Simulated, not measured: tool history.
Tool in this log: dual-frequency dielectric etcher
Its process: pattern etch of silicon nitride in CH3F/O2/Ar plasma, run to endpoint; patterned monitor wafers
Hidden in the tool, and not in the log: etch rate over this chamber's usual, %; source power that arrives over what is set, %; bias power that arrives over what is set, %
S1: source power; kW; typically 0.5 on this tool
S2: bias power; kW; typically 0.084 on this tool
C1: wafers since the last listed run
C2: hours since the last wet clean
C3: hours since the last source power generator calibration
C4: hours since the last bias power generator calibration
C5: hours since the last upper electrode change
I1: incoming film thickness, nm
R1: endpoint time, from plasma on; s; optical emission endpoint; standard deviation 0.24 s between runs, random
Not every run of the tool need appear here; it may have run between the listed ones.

run,hour,S1,S2,C1,C2,C3,C4,C5,I1,R1
1,0,0.5,0.084,0,621.2,1543.7,2141.9,1696.7,30.27,38.6
2,58.2,0.5,0.084,581,679.4,1601.9,2200.1,1754.9,30.14,39.1
# hour 88.7: wet clean of the chamber
3,106.6,0.5,0.071,243,17.9,1650.3,2248.5,1803.3,29.88,39
4,177,0.5,0.071,702,88.3,1720.7,2318.9,1873.7,30.5,40.7
5,260.7,0.5,0.071,835,172,1804.4,2402.6,1957.4,30.3,41.1
6,339.4,0.5,0.084,785,250.7,1883.1,2481.3,2036.1,30,37.9
# hour 348.2: bias power generator calibrated
7,444.6,0.5,0.084,1010,355.9,1988.3,96.4,2141.3,30.17,38.9
8,526.5,0.47,0.084,817,437.8,2070.2,178.3,2223.2,30.22,39.6
# hour 633.6: upper electrode replaced
9,634.1,0.5,0.08,834,545.4,2177.8,285.9,0.5,30.24,39.8
10,693.6,0.5,0.08,594,604.9,2237.3,345.4,60,30.26,39.9
11,790.9,0.5,0.084,971,702.2,2334.6,442.7,157.3,30.32,39.4
# hour 834.4: wet clean of the chamber
12,845.9,0.5,0.084,309,11.5,2389.6,497.7,212.3,30.04,38.1
13,885.5,0.5,0.084,395,51.1,2429.2,537.3,251.9,30.24,37.9
14,966.6,0.57,0.067,809,132.2,2510.3,618.4,333,30.19,39.5
15,1011.8,0.39,0.09,451,177.4,2555.5,663.6,378.2,29.89,40
# hour 1034.6: source power generator calibrated
16,1054.5,0.5,0.084,386,220.1,19.9,706.3,420.9,30.29,38.8
17,1105.4,0.57,0.097,508,271,70.8,757.2,471.8,30.21,34.9
18,1210.2,0.4,0.084,1046,375.8,175.6,862,576.6,30.06,42.2
19,1297.3,0.47,0.098,869,462.9,262.7,949.1,663.7,30.34,37.7
20,1400,0.43,0.072,1025,565.6,365.4,1051.8,766.4,30.33,44
# hour 1487.4: wet clean of the chamber
21,1487.9,0.41,0.101,638,0.5,453.3,1139.7,854.3,30.29,37.4
22,1592.1,0.43,0.098,1040,104.7,557.5,1243.9,958.5,30.34,37.7
23,1683.5,0.46,0.066,912,196.1,648.9,1335.3,1049.9,30.11,42.8
24,1772.8,0.5,0.084,891,285.4,738.2,1424.6,1139.2,30.22,38.1
25,1862.7,0.5,0.084,897,375.3,828.1,1514.5,1229.1,30.1,38.5
26,1918.7,0.44,0.093,559,431.3,884.1,1570.5,1285.1,30.15,39
27,1959.4,0.58,0.072,406,472,924.8,1611.2,1325.8,30.32,39.4
28,2066.3,0.5,0.084,1067,578.9,1031.7,1718.1,1432.7,30.33,39
# hour 2160.7: wet clean of the chamber
29,2271.5,0.58,0.066,1809,110.8,1236.9,1923.3,1637.9,29.87,39.1
30,2358.7,0.62,0.091,870,198,1324.1,2010.5,1725.1,29.83,33.7
31,2444.6,0.58,0.066,857,283.9,1410,2096.4,1811,30.11,39.8
32,2534.5,0.45,0.064,897,373.8,1499.9,2186.3,1900.9,30.41,44.6
33,2577.4,0.61,0.094,428,416.7,1542.8,2229.2,1943.8,30.34,34.4
34,2666.7,0.46,0.084,891,506,1632.1,2318.5,2033.1,30.22,40.1

The logged runs with the hidden state left out (each run's random variation unchanged):
run,R1
1,37.2
2,37.5
3,38.8
4,40.4
5,40.4
6,37.1
7,37.8
8,38.3
9,38.1
10,38
11,37.3
12,37.6
13,37.3
14,38.7
15,39
16,37.7
17,33.7
18,40.5
19,36
20,41.6
21,37.2
22,37.3
23,42
24,37.2
25,37.3
26,37.6
27,37.9
28,37.2
29,38.7
30,33.2
31,38.9
32,43.3
33,33.3
34,38.5
